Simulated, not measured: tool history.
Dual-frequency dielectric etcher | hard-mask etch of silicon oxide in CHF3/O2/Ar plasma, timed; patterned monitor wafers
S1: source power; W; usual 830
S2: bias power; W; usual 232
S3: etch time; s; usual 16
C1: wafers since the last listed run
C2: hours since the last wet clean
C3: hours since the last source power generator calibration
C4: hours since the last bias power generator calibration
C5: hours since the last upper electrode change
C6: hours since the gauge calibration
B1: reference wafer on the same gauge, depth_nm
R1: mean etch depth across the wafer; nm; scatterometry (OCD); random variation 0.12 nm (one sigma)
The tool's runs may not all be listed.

run	day	S1	S2	S3	C1	C2	C3	C4	C5	C6	B1	R1
1	0	910	232	20	0	80.8	1475.7	2079.1	1799.6	440.8	45.79	50.48
2	2.475	910	232	20	954	140.2	1535.1	2138.5	1859	500.2	45.76	50.76
3	5.433	910	232	20	1140	211.2	1606.1	2209.5	1930	571.2	45.85	51
4	6.821	1000	232	16	535	244.5	1639.4	2242.8	1963.3	604.5	45.8	42.01
5	9.383	830	232	16	988	306	1700.9	2304.3	2024.8	666	45.84	39.24
6	11.425	830	232	16	787	355	1749.9	2353.3	2073.8	715	45.78	39.4
7	13.721	830	232	16	885	410.1	1805	2408.4	2128.9	770.1	45.81	39.35
8	15.983	830	232	16	872	464.4	1859.3	2462.7	2183.2	824.4	45.82	39.43
9	17.55	830	232	16	604	502	1896.9	2500.3	2220.8	862	45.79	39.7
# day 17.888: source power generator calibrated
10	19.904	830	232	16	843	558.5	48.4	2556.8	2277.3	918.5	45.82	38.11
11	21.312	960	232	16	543	592.3	82.2	2590.6	2311.1	952.3	45.81	39.94
# day 21.517: bias power generator calibrated
# day 23.388: wet clean of the chamber
12	23.408	830	232	16	358	0.5	132.5	45.4	2361.4	1002.6	45.82	38.03
13	24.462	830	232	16	406	25.8	157.8	70.7	2386.7	1027.9	45.79	37.9
14	26.296	830	232	16	707	69.8	201.8	114.7	2430.7	1071.9	45.84	38.09
# day 26.929: source power generator calibrated, repeated, since the last time left the tool worse
15	29.204	830	232	13.5	1057	139.6	54.6	184.5	2500.5	1141.7	45.81	32.91
16	30.762	830	232	16	601	177	92	221.9	2537.9	1179.1	45.81	39
17	32.121	710	289	13	523	209.6	124.6	254.5	2570.5	1211.7	45.8	32.44
# day 32.629: gauge calibrated
# day 33.908: upper electrode replaced
18	33.929	960	287	19.5	311	253	168	297.9	0.5	31.2	45.81	53.86
19	35.517	830	276	20	612	291.1	206.1	336	38.6	69.3	45.79	51.59
20	38.108	830	232	16	999	353.3	268.3	398.2	100.8	131.5	45.79	38.93
21	39.354	830	232	16	480	383.2	298.2	428.1	130.7	161.4	45.84	38.88
22	41.25	830	203	16	731	428.7	343.7	473.6	176.2	206.9	45.82	37.18
23	42.762	830	232	16	583	465	380	509.9	212.5	243.2	45.78	39.12
24	44.15	830	232	16	535	498.3	413.3	543.2	245.8	276.5	45.78	39.22
25	46.046	830	179	18.5	731	543.8	458.8	588.7	291.3	322	45.81	41.21
26	47.246	720	252	13.5	462	572.6	487.6	617.5	320.1	350.8	45.79	32.16
27	49.896	830	186	20.5	1022	636.2	551.2	681.1	383.7	414.4	45.8	46.42

3 ways to go on from here, each from the tool as it stands after run 27. What would each give?
A	49.912	890	232	16	6	636.6	551.6	681.5	384.1	414.8	?	?
B	49.912	920	232	18.5	6	636.6	551.6	681.5	384.1	414.8	?	?
C	49.912	920	273	11.5	6	636.6	551.6	681.5	384.1	414.8	?	?

run	B1	R1
A	45.81	40.12
B	45.81	46.95
C	45.81	30.87
Without the tool's hidden state the same runs would have given:
run	R1
A	40.03
B	46.84
C	30.8
